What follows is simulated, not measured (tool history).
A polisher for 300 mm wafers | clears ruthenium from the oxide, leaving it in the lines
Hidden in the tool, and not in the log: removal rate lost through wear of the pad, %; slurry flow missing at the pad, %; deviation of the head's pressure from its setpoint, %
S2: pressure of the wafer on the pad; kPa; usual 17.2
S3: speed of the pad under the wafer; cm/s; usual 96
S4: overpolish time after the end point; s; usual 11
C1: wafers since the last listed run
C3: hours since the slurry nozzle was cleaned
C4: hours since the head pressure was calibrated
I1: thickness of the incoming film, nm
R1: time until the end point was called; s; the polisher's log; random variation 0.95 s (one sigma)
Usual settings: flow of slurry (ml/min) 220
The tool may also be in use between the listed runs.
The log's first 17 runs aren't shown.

{"run": 18, "hour": 242.1, "flow of slurry (ml/min)": 220, "S2": 17.2, "S3": 96, "S4": 11, "C1": 79, "wafers polished on this pad": 750, "C3": 60.5, "C4": 136.2, "I1": 134.4, "R1": 109.3}
{"run": 19, "hour": 259.7, "flow of slurry (ml/min)": 220, "S2": 17.2, "S3": 96, "S4": 11, "C1": 157, "wafers polished on this pad": 908, "C3": 78.1, "C4": 153.8, "I1": 134.4, "R1": 113.5}
{"hour": 270.8, "done": "worn pad replaced by a new one"}
{"run": 20, "hour": 271.9, "flow of slurry (ml/min)": 220, "S2": 17.2, "S3": 96, "S4": 8, "C1": 73, "wafers polished on this pad": 10, "C3": 90.3, "C4": 166.0, "I1": 134.7, "R1": 100.5}
{"run": 21, "hour": 279.9, "flow of slurry (ml/min)": 265, "S2": 13.8, "S3": 96, "S4": 11, "C1": 71, "wafers polished on this pad": 81, "C3": 98.3, "C4": 174.0, "I1": 133.5, "R1": 115.8}
{"run": 22, "hour": 286.1, "flow of slurry (ml/min)": 220, "S2": 14.5, "S3": 128, "S4": 11, "C1": 55, "wafers polished on this pad": 137, "C3": 104.5, "C4": 180.2, "I1": 133.3, "R1": 87.4}
{"run": 23, "hour": 303.3, "flow of slurry (ml/min)": 240, "S2": 12.4, "S3": 96, "S4": 13, "C1": 154, "wafers polished on this pad": 291, "C3": 121.7, "C4": 197.4, "I1": 134.8, "R1": 131.3}
{"run": 24, "hour": 309.4, "flow of slurry (ml/min)": 240, "S2": 13.1, "S3": 96, "S4": 17, "C1": 54, "wafers polished on this pad": 346, "C3": 127.8, "C4": 203.5, "I1": 135.3, "R1": 127.4}
{"run": 25, "hour": 319.2, "flow of slurry (ml/min)": 195, "S2": 19.3, "S3": 108, "S4": 17, "C1": 87, "wafers polished on this pad": 434, "C3": 137.6, "C4": 213.3, "I1": 137.0, "R1": 86.3}
{"run": 26, "hour": 328.4, "flow of slurry (ml/min)": 150, "S2": 22.1, "S3": 84, "S4": 11, "C1": 82, "wafers polished on this pad": 517, "C3": 146.8, "C4": 222.5, "I1": 136.2, "R1": 106.2}
{"run": 27, "hour": 341.0, "flow of slurry (ml/min)": 220, "S2": 17.2, "S3": 96, "S4": 11, "C1": 113, "wafers polished on this pad": 630, "C3": 159.4, "C4": 235.1, "I1": 134.9, "R1": 107.2}
{"run": 28, "hour": 349.3, "flow of slurry (ml/min)": 255, "S2": 17.2, "S3": 68, "S4": 11, "C1": 74, "wafers polished on this pad": 704, "C3": 167.7, "C4": 243.4, "I1": 135.3, "R1": 150.8}
{"run": 29, "hour": 363.6, "flow of slurry (ml/min)": 280, "S2": 22.8, "S3": 96, "S4": 11, "C1": 128, "wafers polished on this pad": 833, "C3": 182.0, "C4": 257.7, "I1": 133.8, "R1": 84.4}
{"run": 30, "hour": 377.9, "flow of slurry (ml/min)": 220, "S2": 17.2, "S3": 96, "S4": 11, "C1": 128, "wafers polished on this pad": 961, "C3": 196.3, "C4": 272.0, "I1": 136.0, "R1": 110.4}
{"hour": 387.8, "done": "worn pad replaced by a new one"}
{"run": 31, "hour": 416.1, "flow of slurry (ml/min)": 265, "S2": 13.8, "S3": 96, "S4": 11, "C1": 306, "wafers polished on this pad": 254, "C3": 234.5, "C4": 310.2, "I1": 134.0, "R1": 119.5}
{"run": 32, "hour": 433.3, "flow of slurry (ml/min)": 220, "S2": 17.2, "S3": 96, "S4": 11, "C1": 154, "wafers polished on this pad": 408, "C3": 251.7, "C4": 327.4, "I1": 135.0, "R1": 104.1}
{"run": 33, "hour": 443.1, "flow of slurry (ml/min)": 245, "S2": 17.2, "S3": 70, "S4": 16, "C1": 87, "wafers polished on this pad": 496, "C3": 261.5, "C4": 337.2, "I1": 134.8, "R1": 146.0}
{"hour": 446.6, "done": "slurry nozzle cleaned"}
{"run": 34, "hour": 458.2, "flow of slurry (ml/min)": 185, "S2": 17.2, "S3": 74, "S4": 18, "C1": 126, "wafers polished on this pad": 622, "C3": 11.6, "C4": 352.3, "I1": 135.1, "R1": 143.2}
{"run": 35, "hour": 473.5, "flow of slurry (ml/min)": 150, "S2": 17.2, "S3": 126, "S4": 11, "C1": 137, "wafers polished on this pad": 760, "C3": 26.9, "C4": 367.6, "I1": 134.1, "R1": 90.6}
{"run": 36, "hour": 488.6, "flow of slurry (ml/min)": 270, "S2": 17.2, "S3": 96, "S4": 4, "C1": 135, "wafers polished on this pad": 895, "C3": 42.0, "C4": 382.7, "I1": 135.1, "R1": 111.6}

5 ways to go on from here, each from the tool as it stands after run 36. What would each give?
{"run": "A", "hour": 489.1, "flow of slurry (ml/min)": 220, "S2": 17.2, "S3": 96, "S4": 11, "C1": 4, "wafers polished on this pad": 900, "C3": 42.5, "C4": 383.2, "I1": 135.4, "R1": "?"}
{"run": "B", "hour": 489.1, "flow of slurry (ml/min)": 245, "S2": 17.2, "S3": 106, "S4": 11, "C1": 4, "wafers polished on this pad": 900, "C3": 42.5, "C4": 383.2, "I1": 135.4, "R1": "?"}
{"run": "C", "hour": 489.1, "flow of slurry (ml/min)": 280, "S2": 20.0, "S3": 74, "S4": 5, "C1": 4, "wafers polished on this pad": 900, "C3": 42.5, "C4": 383.2, "I1": 135.4, "R1": "?"}
{"run": "D", "hour": 489.1, "flow of slurry (ml/min)": 175, "S2": 11.7, "S3": 106, "S4": 7, "C1": 4, "wafers polished on this pad": 900, "C3": 42.5, "C4": 383.2, "I1": 135.4, "R1": "?"}
{"run": "E", "hour": 489.1, "flow of slurry (ml/min)": 255, "S2": 17.2, "S3": 96, "S4": 11, "C1": 4, "wafers polished on this pad": 900, "C3": 42.5, "C4": 383.2, "I1": 135.4, "R1": "?"}

run=A R1=112.3
run=B R1=100.4
run=C R1=125.3
run=D R1=142.9
run=E R1=110.4
Without the tool's hidden state the same runs would have given:
run=A R1=100.3
run=B R1=89.6
run=C R1=111.8
run=D R1=127.6
run=E R1=98.5
